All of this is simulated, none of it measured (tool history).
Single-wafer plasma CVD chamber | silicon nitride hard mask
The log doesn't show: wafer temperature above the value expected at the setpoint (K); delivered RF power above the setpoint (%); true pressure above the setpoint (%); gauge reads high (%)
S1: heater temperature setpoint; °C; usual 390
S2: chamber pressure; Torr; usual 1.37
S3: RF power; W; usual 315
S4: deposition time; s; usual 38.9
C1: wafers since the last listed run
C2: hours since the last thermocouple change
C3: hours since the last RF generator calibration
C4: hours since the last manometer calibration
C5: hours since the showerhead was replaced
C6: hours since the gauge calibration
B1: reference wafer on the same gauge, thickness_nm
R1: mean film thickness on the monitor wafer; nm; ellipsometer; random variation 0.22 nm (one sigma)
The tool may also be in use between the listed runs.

run 1 hour=0 | S1=390 S2=1.37 S3=265 S4=38.9 | C1=0 C2=731.2 C3=1657.6 C4=1789.4 C5=7388.9 C6=254.7 | B1=42.276 | R1=37.009
run 2 hour=35.4 | S1=390 S2=1.37 S3=265 S4=38.9 | C1=1179 C2=766.6 C3=1693 C4=1824.8 C5=7424.3 C6=290.1 | B1=42.227 | R1=36.976
run 3 hour=48.3 | S1=390 S2=1.37 S3=315 S4=38.9 | C1=429 C2=779.5 C3=1705.9 C4=1837.7 C5=7437.2 C6=303 | B1=42.157 | R1=42.123
run 4 hour=62.2 | S1=390 S2=1.37 S3=315 S4=38.9 | C1=462 C2=793.4 C3=1719.8 C4=1851.6 C5=7451.1 C6=316.9 | B1=42.237 | R1=41.742
run 5 hour=89.5 | S1=390 S2=1.37 S3=315 S4=38.9 | C1=909 C2=820.7 C3=1747.1 C4=1878.9 C5=7478.4 C6=344.2 | B1=42.265 | R1=41.971
run 6 hour=119.1 | S1=390 S2=1.37 S3=315 S4=38.9 | C1=985 C2=850.3 C3=1776.7 C4=1908.5 C5=7508 C6=373.8 | B1=42.187 | R1=42.108
run 7 hour=145.6 | S1=390 S2=1.37 S3=315 S4=38.9 | C1=882 C2=876.8 C3=1803.2 C4=1935 C5=7534.5 C6=400.3 | B1=42.178 | R1=41.682
run 8 hour=180.7 | S1=390 S2=1.37 S3=315 S4=34.3 | C1=1169 C2=911.9 C3=1838.3 C4=1970.1 C5=7569.6 C6=435.4 | B1=42.177 | R1=36.882
run 9 hour=211.8 | S1=390 S2=1.37 S3=315 S4=34.3 | C1=1035 C2=943 C3=1869.4 C4=2001.2 C5=7600.7 C6=466.5 | B1=42.252 | R1=37.063
run 10 hour=238.4 | S1=375 S2=1.37 S3=285 S4=35.4 | C1=886 C2=969.6 C3=1896 C4=2027.8 C5=7627.3 C6=493.1 | B1=42.132 | R1=35.885
run 11 hour=264 | S1=390 S2=1.37 S3=315 S4=38.9 | C1=852 C2=995.2 C3=1921.6 C4=2053.4 C5=7652.9 C6=518.7 | B1=42.293 | R1=41.643
run 12 hour=296.2 | S1=390 S2=1.37 S3=290 S4=43.9 | C1=1072 C2=1027.4 C3=1953.8 C4=2085.6 C5=7685.1 C6=550.9 | B1=42.219 | R1=44.747
-- hour=327 capacitance manometer re-zeroed and calibrated
-- hour=340.6 RF generator calibrated
-- hour=395 thermocouple changed; heater temperature recalibrated
run 13 hour=401.6 | S1=390 S2=1.37 S3=315 S4=38.9 | C1=2711 C2=6.6 C3=61 C4=74.6 C5=7790.5 C6=656.3 | B1=42.147 | R1=43.81
run 14 hour=415 | S1=390 S2=1.37 S3=315 S4=38.9 | C1=446 C2=20 C3=74.4 C4=88 C5=7803.9 C6=669.7 | B1=42.216 | R1=44.132
run 15 hour=436 | S1=390 S2=1.57 S3=285 S4=43.5 | C1=699 C2=41 C3=95.4 C4=109 C5=7824.9 C6=690.7 | B1=42.213 | R1=48.129
run 16 hour=456.4 | S1=375 S2=1.37 S3=315 S4=38.9 | C1=679 C2=61.4 C3=115.8 C4=129.4 C5=7845.3 C6=711.1 | B1=42.164 | R1=44.371
-- hour=469.9 gauge calibrated
run 17 hour=490 | S1=395 S2=1.03 S3=315 S4=32.6 | C1=1119 C2=95 C3=149.4 C4=163 C5=7878.9 C6=20.1 | B1=42.158 | R1=33.104
run 18 hour=542.5 | S1=381 S2=1.37 S3=345 S4=38.9 | C1=1748 C2=147.5 C3=201.9 C4=215.5 C5=7931.4 C6=72.6 | B1=42.212 | R1=46.317
-- hour=566.7 showerhead replaced
run 19 hour=567.2 | S1=394 S2=1.19 S3=280 S4=41.5 | C1=556 C2=172.2 C3=226.6 C4=240.2 C5=0.5 C6=97.3 | B1=42.229 | R1=40.894
run 20 hour=589.5 | S1=390 S2=1.14 S3=315 S4=32 | C1=742 C2=194.5 C3=248.9 C4=262.5 C5=22.8 C6=119.6 | B1=42.157 | R1=33.515
run 21 hour=611.4 | S1=390 S2=1.37 S3=315 S4=38.9 | C1=729 C2=216.4 C3=270.8 C4=284.4 C5=44.7 C6=141.5 | B1=42.176 | R1=43.24
run 22 hour=630.5 | S1=390 S2=1.37 S3=315 S4=38.9 | C1=636 C2=235.5 C3=289.9 C4=303.5 C5=63.8 C6=160.6 | B1=42.121 | R1=43.515
run 23 hour=643.5 | S1=390 S2=1.37 S3=315 S4=38.9 | C1=433 C2=248.5 C3=302.9 C4=316.5 C5=76.8 C6=173.6 | B1=42.175 | R1=43.484
run 24 hour=711.1 | S1=390 S2=1.37 S3=350 S4=38.9 | C1=2251 C2=316.1 C3=370.5 C4=384.1 C5=144.4 C6=241.2 | B1=42.182 | R1=46.379
run 25 hour=729.7 | S1=390 S2=1.26 S3=315 S4=44.3 | C1=619 C2=334.7 C3=389.1 C4=402.7 C5=163 C6=259.8 | B1=42.214 | R1=47.871
run 26 hour=750.7 | S1=390 S2=1.37 S3=315 S4=38.9 | C1=699 C2=355.7 C3=410.1 C4=423.7 C5=184 C6=280.8 | B1=42.163 | R1=42.794
run 27 hour=773.7 | S1=400 S2=1.46 S3=295 S4=45.1 | C1=766 C2=378.7 C3=433.1 C4=446.7 C5=207 C6=303.8 | B1=42.28 | R1=48.578
run 28 hour=802.6 | S1=390 S2=1.24 S3=315 S4=38.9 | C1=962 C2=407.6 C3=462 C4=475.6 C5=235.9 C6=332.7 | B1=42.245 | R1=41.489

Hidden state or all else? Some run-to-run changes of R1, split into what the settings, what came in and random variation would give without the hidden state, and what is left for the hidden state (with any gauge scatter that isn't in both results):
Run 12 -> 13: S3 290 -> 315, S4 43.9 -> 38.9, capacitance manometer re-zeroed and calibrated, RF generator calibrated, thermocouple changed; heater temperature recalibrated. R1 -0.937 nm: hidden state +2.444, all else -3.381.
Run 16 -> 17: S1 375 -> 395, S2 1.37 -> 1.03, S4 38.9 -> 32.6, gauge calibrated. R1 -11.267 nm: hidden state +0.073, all else -11.34.
Run 17 -> 18: S1 395 -> 381, S2 1.03 -> 1.37, S3 315 -> 345, S4 32.6 -> 38.9. R1 +13.213 nm: hidden state -0.324, all else +13.537.
